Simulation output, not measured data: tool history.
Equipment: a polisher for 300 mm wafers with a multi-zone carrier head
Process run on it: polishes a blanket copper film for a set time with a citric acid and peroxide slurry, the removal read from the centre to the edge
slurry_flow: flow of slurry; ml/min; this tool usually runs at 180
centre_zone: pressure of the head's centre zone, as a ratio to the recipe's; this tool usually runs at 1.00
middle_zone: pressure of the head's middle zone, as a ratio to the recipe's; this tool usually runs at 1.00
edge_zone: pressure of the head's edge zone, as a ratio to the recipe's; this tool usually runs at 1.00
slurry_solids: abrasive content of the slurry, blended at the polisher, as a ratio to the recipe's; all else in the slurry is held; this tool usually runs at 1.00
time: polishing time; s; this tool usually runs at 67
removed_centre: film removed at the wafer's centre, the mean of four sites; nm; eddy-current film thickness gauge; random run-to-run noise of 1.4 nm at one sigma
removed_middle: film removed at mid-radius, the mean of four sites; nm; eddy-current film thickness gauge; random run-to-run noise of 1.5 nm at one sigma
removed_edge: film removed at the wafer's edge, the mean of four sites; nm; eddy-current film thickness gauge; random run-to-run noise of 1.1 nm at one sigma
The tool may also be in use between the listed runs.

| run | hour | slurry_flow | centre_zone | middle_zone | edge_zone | slurry_solids | time | wafers since the last listed run | wafers polished on this pad | hours since the slurry nozzle was cleaned | hours since the centre zone pressure was calibrated | hours since the edge zone pressure was calibrated | hours since the carrier head's membrane was replaced | incoming thickness of the incoming film, nm | removed_centre | removed_middle | removed_edge |
|---|---|---|---|---|---|---|---|---|---|---|---|---|---|---|---|---|---|
| 1 | 0.0 | 180 | 1.00 | 1.00 | 1.00 | 1.10 | 67 | 0 | 1964 | 110.0 | 424.9 | 470.8 | 987.7 | 1121.1 | 148.6 | 157.9 | 158.5 |
| 2 | 54.2 | 180 | 1.00 | 1.00 | 1.00 | 1.10 | 67 | 686 | 2651 | 164.2 | 479.1 | 525.0 | 1041.9 | 1125.9 | 148.7 | 161.4 | 158.4 |
| 3 | 101.2 | 180 | 1.00 | 1.00 | 0.93 | 1.00 | 67 | 595 | 3246 | 211.2 | 526.1 | 572.0 | 1088.9 | 1116.7 | 143.3 | 154.2 | 149.9 |
|  | 117.1 | worn pad replaced by a new one |
| 4 | 145.5 | 180 | 1.00 | 1.00 | 0.93 | 1.00 | 67 | 510 | 359 | 255.5 | 570.4 | 616.3 | 1133.2 | 1141.1 | 145.8 | 156.8 | 151.2 |
|  | 161.4 | slurry nozzle cleaned |
|  | 226.5 | centre zone pressure recalibrated |
| 5 | 236.4 | 180 | 1.00 | 1.00 | 0.93 | 1.00 | 67 | 1113 | 1472 | 75.0 | 9.9 | 707.2 | 1224.1 | 1121.1 | 155.4 | 157.7 | 151.3 |
| 6 | 301.8 | 180 | 1.00 | 1.00 | 1.00 | 1.00 | 67 | 828 | 2300 | 140.4 | 75.3 | 772.6 | 1289.5 | 1111.1 | 152.1 | 151.7 | 156.1 |
| 7 | 343.6 | 180 | 1.00 | 1.00 | 1.00 | 1.00 | 67 | 529 | 2830 | 182.2 | 117.1 | 814.4 | 1331.3 | 1102.5 | 151.2 | 153.9 | 156.3 |
| 8 | 395.8 | 180 | 1.00 | 1.00 | 1.00 | 0.95 | 67 | 661 | 3491 | 234.4 | 169.3 | 866.6 | 1383.5 | 1109.6 | 146.6 | 154.3 | 152.1 |
|  | 432.1 | worn pad replaced by a new one |
|  | 463.2 | carrier head's membrane replaced by a new one |
|  | 467.6 | slurry nozzle cleaned |
| 9 | 488.4 | 180 | 1.00 | 1.00 | 1.00 | 0.95 | 67 | 1046 | 637 | 20.8 | 261.9 | 959.2 | 25.2 | 1132.1 | 143.5 | 152.3 | 153.6 |
|  | 557.8 | edge zone pressure recalibrated |
| 10 | 572.8 | 180 | 1.00 | 1.00 | 1.00 | 1.00 | 67 | 1043 | 1680 | 105.2 | 346.3 | 15.0 | 109.6 | 1112.6 | 143.6 | 156.5 | 154.7 |
| 11 | 674.6 | 180 | 1.00 | 1.00 | 1.00 | 1.00 | 67 | 1289 | 2970 | 207.0 | 448.1 | 116.8 | 211.4 | 1099.2 | 143.2 | 154.3 | 153.9 |
|  | 699.0 | worn pad replaced by a new one |
| 12 | 730.7 | 180 | 1.00 | 1.00 | 1.00 | 1.00 | 67 | 659 | 401 | 263.1 | 504.2 | 172.9 | 267.5 | 1120.8 | 142.9 | 155.5 | 155.5 |
|  | 745.4 | slurry nozzle cleaned |
| 13 | 808.8 | 180 | 1.00 | 1.00 | 1.00 | 1.00 | 67 | 976 | 1378 | 63.4 | 582.3 | 251.0 | 345.6 | 1135.9 | 144.2 | 156.4 | 155.8 |
|  | 831.7 | centre zone pressure recalibrated |
| 14 | 878.6 | 165 | 1.00 | 1.00 | 1.00 | 0.70 | 67 | 858 | 2236 | 133.2 | 46.9 | 320.8 | 415.4 | 1100.8 | 141.0 | 139.8 | 141.4 |
| 15 | 971.7 | 180 | 1.00 | 1.00 | 1.00 | 1.00 | 67 | 1179 | 3415 | 226.3 | 140.0 | 413.9 | 508.5 | 1122.1 | 150.2 | 156.0 | 155.0 |
|  | 1003.6 | slurry nozzle cleaned |
|  | 1029.0 | worn pad replaced by a new one |
| 16 | 1072.6 | 180 | 0.94 | 1.00 | 1.00 | 1.10 | 67 | 1214 | 552 | 69.0 | 240.9 | 514.8 | 609.4 | 1120.2 | 143.0 | 158.8 | 158.1 |
| 17 | 1155.6 | 240 | 1.12 | 0.90 | 0.97 | 1.00 | 67 | 1051 | 1603 | 152.0 | 323.9 | 597.8 | 692.4 | 1104.8 | 172.9 | 154.9 | 157.7 |
| 18 | 1230.8 | 235 | 1.00 | 1.03 | 1.05 | 1.00 | 67 | 952 | 2555 | 227.2 | 399.1 | 673.0 | 767.6 | 1134.6 | 152.8 | 164.9 | 163.1 |
|  | 1259.9 | slurry nozzle cleaned |
| 19 | 1268.9 | 180 | 0.96 | 1.11 | 0.95 | 1.00 | 57 | 469 | 3025 | 9.0 | 437.2 | 711.1 | 805.7 | 1123.6 | 119.7 | 136.8 | 129.4 |
|  | 1275.3 | worn pad replaced by a new one |
| 20 | 1354.2 | 180 | 1.05 | 1.00 | 1.05 | 0.75 | 77 | 1029 | 998 | 94.3 | 522.5 | 796.4 | 891.0 | 1114.5 | 165.5 | 166.8 | 171.2 |
| 21 | 1398.8 | 180 | 1.04 | 1.00 | 1.00 | 1.25 | 52 | 564 | 1563 | 138.9 | 567.1 | 841.0 | 935.6 | 1117.4 | 121.3 | 126.6 | 126.5 |

Results per run with the tool's hidden condition removed, run-to-run variation unchanged:
The hidden state here: removal rate lost through wear of the pad, %; slurry flow missing at the pad, %; deviation of the centre zone's pressure from its setpoint, %; deviation of the edge zone's pressure from its setpoint, %.
| run | removed_centre |
|---|---|
| 1 | 161.0 |
| 2 | 161.5 |
| 3 | 156.0 |
| 4 | 159.0 |
| 5 | 158.3 |
| 6 | 158.5 |
| 7 | 159.5 |
| 8 | 156.4 |
| 9 | 155.5 |
| 10 | 157.1 |
| 11 | 157.8 |
| 12 | 157.8 |
| 13 | 159.7 |
| 14 | 143.2 |
| 15 | 156.6 |
| 16 | 151.9 |
| 17 | 185.3 |
| 18 | 164.9 |
| 19 | 129.5 |
| 20 | 179.7 |
| 21 | 131.9 |
removed_middle: at most 0.1 nm away from the measurement, every run.
removed_edge: as measured in every run.

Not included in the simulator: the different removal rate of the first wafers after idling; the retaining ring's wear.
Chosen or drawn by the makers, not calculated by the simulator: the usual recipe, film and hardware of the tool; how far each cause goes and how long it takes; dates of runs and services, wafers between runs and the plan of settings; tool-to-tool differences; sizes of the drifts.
